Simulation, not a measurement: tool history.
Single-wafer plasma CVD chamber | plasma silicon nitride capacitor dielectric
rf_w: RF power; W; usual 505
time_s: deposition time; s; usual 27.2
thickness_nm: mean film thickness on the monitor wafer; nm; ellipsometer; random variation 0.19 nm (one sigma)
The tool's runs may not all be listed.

run,hour,rf_w,time_s,wafers since the last listed run,hours since the last RF generator calibration,hours since the showerhead was replaced,hours since the gauge calibration,"read-back reference wafer on the same gauge, thickness_nm",thickness_nm
1,0,505,27.2,0,1409,6345.2,532.3,45.697,39.239
2,42.6,505,27.2,824,1451.6,6387.8,574.9,45.705,39.275
3,72.3,505,27.2,575,1481.3,6417.5,604.6,45.556,39.243
4,108.5,505,27.2,701,1517.5,6453.7,640.8,45.588,39.315
5,161.7,505,27.2,1030,1570.7,6506.9,694,45.708,39.089
6,209.9,505,27.2,933,1618.9,6555.1,742.2,45.718,39.129
7,265.7,505,27.2,1080,1674.7,6610.9,798,45.774,39.053
# hour 284.2: RF generator calibrated
# hour 286.7: gauge calibrated
8,329.3,505,27.2,1076,45.1,6674.5,42.6,44.725,38.546
9,367.6,505,30,741,83.4,6712.8,80.9,44.835,42.42
10,429.4,470,24.2,1196,145.2,6774.6,142.7,45.106,33.967
# hour 453.6: showerhead replaced
11,489.8,505,27.2,1014,205.6,36.2,203.1,45.224,38.734
12,521,470,22,604,236.8,67.4,234.3,45.263,31.187
13,548.2,540,27.2,526,264,94.6,261.5,45.46,39.645
14,589.4,600,29.1,797,305.2,135.8,302.7,45.337,43.749
15,661,460,27.2,1386,376.8,207.4,374.3,45.577,38.424
16,686.7,535,23.7,497,402.5,233.1,400,45.696,34.759
17,748.2,505,22.4,1190,464,294.6,461.5,45.608,31.966
18,804.7,505,27.2,1094,520.5,351.1,518,45.711,39.464
19,868,535,23.7,1225,583.8,414.4,581.3,45.674,34.693

Forecast each of these 4 alternatives for the next run:
A,868.4,505,27.2,7,584.2,414.8,581.7,?,?
B,868.4,585,24.5,7,584.2,414.8,581.7,?,?
C,868.4,450,27.2,7,584.2,414.8,581.7,?,?
D,868.4,580,30.4,7,584.2,414.8,581.7,?,?

run,"read-back reference wafer on the same gauge, thickness_nm",thickness_nm
A,45.783,39.421
B,45.783,36.852
C,45.783,38.313
D,45.783,45.627
Without the tool's hidden state the same runs would have given:
run,thickness_nm
A,38.547
B,36.035
C,37.463
D,44.615
